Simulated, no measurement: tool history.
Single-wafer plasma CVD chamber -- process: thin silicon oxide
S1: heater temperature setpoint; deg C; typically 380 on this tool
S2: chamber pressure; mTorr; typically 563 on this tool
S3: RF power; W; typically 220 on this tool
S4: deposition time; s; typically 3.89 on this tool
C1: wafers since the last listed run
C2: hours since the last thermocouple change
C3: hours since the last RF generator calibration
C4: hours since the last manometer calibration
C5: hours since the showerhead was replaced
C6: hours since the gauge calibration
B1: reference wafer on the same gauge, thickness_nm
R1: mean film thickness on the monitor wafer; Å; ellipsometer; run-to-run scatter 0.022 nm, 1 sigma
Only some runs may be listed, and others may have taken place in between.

| run | hour | S1 | S2 | S3 | S4 | C1 | C2 | C3 | C4 | C5 | C6 | B1 | R1 |
|---|---|---|---|---|---|---|---|---|---|---|---|---|---|
| 1 | 0.0 | 380 | 563 | 220 | 3.89 | 0 | 1422.9 | 16.8 | 1027.3 | 15.9 | 596.2 | 4.732 | 48.42 |
| 2 | 7.8 | 380 | 563 | 220 | 3.89 | 315 | 1430.7 | 24.6 | 1035.1 | 23.7 | 604.0 | 4.733 | 48.47 |
|  | 27.9 | thermocouple changed; heater temperature recalibrated |
| 3 | 28.4 | 380 | 563 | 235 | 3.89 | 509 | 0.5 | 45.2 | 1055.7 | 44.3 | 624.6 | 4.735 | 49.87 |
| 4 | 28.7 | 380 | 563 | 235 | 3.89 | 12 | 0.8 | 45.5 | 1056.0 | 44.6 | 624.9 | 4.738 | 50.27 |
| 5 | 43.8 | 375 | 563 | 220 | 3.89 | 610 | 15.9 | 60.6 | 1071.1 | 59.7 | 640.0 | 4.738 | 48.70 |
| 6 | 50.8 | 380 | 563 | 220 | 3.89 | 282 | 22.9 | 67.6 | 1078.1 | 66.7 | 647.0 | 4.746 | 48.58 |
| 7 | 66.2 | 380 | 563 | 220 | 3.89 | 622 | 38.3 | 83.0 | 1093.5 | 82.1 | 662.4 | 4.746 | 48.88 |
| 8 | 76.7 | 380 | 563 | 245 | 3.62 | 424 | 48.8 | 93.5 | 1104.0 | 92.6 | 672.9 | 4.743 | 47.97 |
|  | 80.9 | gauge calibrated |
| 9 | 84.1 | 376 | 563 | 220 | 3.60 | 299 | 56.2 | 100.9 | 1111.4 | 100.0 | 3.2 | 4.737 | 45.21 |
| 10 | 94.5 | 380 | 563 | 235 | 3.89 | 420 | 66.6 | 111.3 | 1121.8 | 110.4 | 13.6 | 4.736 | 50.32 |
| 11 | 127.0 | 380 | 563 | 200 | 3.89 | 1313 | 99.1 | 143.8 | 1154.3 | 142.9 | 46.1 | 4.740 | 46.62 |
|  | 141.3 | capacitance manometer re-zeroed and calibrated |
| 12 | 141.8 | 380 | 563 | 240 | 3.89 | 274 | 113.9 | 158.6 | 0.5 | 157.7 | 60.9 | 4.743 | 47.73 |
| 13 | 152.2 | 380 | 563 | 220 | 3.89 | 420 | 124.3 | 169.0 | 10.9 | 168.1 | 71.3 | 4.743 | 46.34 |
| 14 | 160.6 | 380 | 563 | 245 | 3.89 | 339 | 132.7 | 177.4 | 19.3 | 176.5 | 79.7 | 4.745 | 48.27 |
| 15 | 177.4 | 380 | 563 | 220 | 3.89 | 679 | 149.5 | 194.2 | 36.1 | 193.3 | 96.5 | 4.750 | 45.91 |
| 16 | 193.6 | 372 | 563 | 240 | 3.89 | 654 | 165.7 | 210.4 | 52.3 | 209.5 | 112.7 | 4.736 | 48.46 |
| 17 | 200.2 | 380 | 563 | 220 | 3.89 | 266 | 172.3 | 217.0 | 58.9 | 216.1 | 119.3 | 4.739 | 46.43 |
| 18 | 207.7 | 371 | 510 | 190 | 4.47 | 303 | 179.8 | 224.5 | 66.4 | 223.6 | 126.8 | 4.743 | 45.26 |
| 19 | 218.0 | 384 | 617 | 220 | 3.89 | 416 | 190.1 | 234.8 | 76.7 | 233.9 | 137.1 | 4.743 | 49.40 |
| 20 | 224.7 | 380 | 653 | 220 | 4.55 | 270 | 196.8 | 241.5 | 83.4 | 240.6 | 143.8 | 4.745 | 61.17 |
| 21 | 242.2 | 380 | 563 | 220 | 3.89 | 707 | 214.3 | 259.0 | 100.9 | 258.1 | 161.3 | 4.743 | 46.06 |
| 22 | 250.5 | 380 | 563 | 220 | 4.37 | 335 | 222.6 | 267.3 | 109.2 | 266.4 | 169.6 | 4.748 | 51.66 |
| 23 | 261.6 | 380 | 563 | 220 | 3.89 | 448 | 233.7 | 278.4 | 120.3 | 277.5 | 180.7 | 4.729 | 46.22 |
| 24 | 275.5 | 386 | 504 | 220 | 3.89 | 561 | 247.6 | 292.3 | 134.2 | 291.4 | 194.6 | 4.736 | 41.90 |
| 25 | 291.3 | 369 | 465 | 220 | 3.21 | 638 | 263.4 | 308.1 | 150.0 | 307.2 | 210.4 | 4.742 | 32.87 |
| 26 | 302.8 | 380 | 672 | 220 | 3.89 | 464 | 274.9 | 319.6 | 161.5 | 318.7 | 221.9 | 4.741 | 53.75 |
| 27 | 317.2 | 371 | 563 | 220 | 3.37 | 582 | 289.3 | 334.0 | 175.9 | 333.1 | 236.3 | 4.740 | 40.49 |
| 28 | 327.9 | 393 | 563 | 245 | 3.89 | 432 | 300.0 | 344.7 | 186.6 | 343.8 | 247.0 | 4.740 | 48.02 |

Forecast each of these 5 alternatives for the next run:
| A | 328.3 | 380 | 563 | 220 | 3.89 | 16 | 300.4 | 345.1 | 187.0 | 344.2 | 247.4 | ? | ? |
| B | 328.3 | 373 | 563 | 220 | 3.89 | 16 | 300.4 | 345.1 | 187.0 | 344.2 | 247.4 | ? | ? |
| C | 328.3 | 368 | 563 | 190 | 3.89 | 16 | 300.4 | 345.1 | 187.0 | 344.2 | 247.4 | ? | ? |
| D | 328.3 | 375 | 517 | 205 | 4.43 | 16 | 300.4 | 345.1 | 187.0 | 344.2 | 247.4 | ? | ? |
| E | 328.3 | 380 | 563 | 220 | 4.58 | 16 | 300.4 | 345.1 | 187.0 | 344.2 | 247.4 | ? | ? |

| run | B1 | R1 |
|---|---|---|
| A | 4.740 | 46.55 |
| B | 4.740 | 46.79 |
| C | 4.740 | 43.69 |
| D | 4.740 | 47.80 |
| E | 4.740 | 54.79 |
Take away the tool's hidden state, keep each run's random variation, and the runs would have read:
| run | R1 |
|---|---|
| A | 46.25 |
| B | 46.50 |
| C | 43.42 |
| D | 47.49 |
| E | 54.44 |
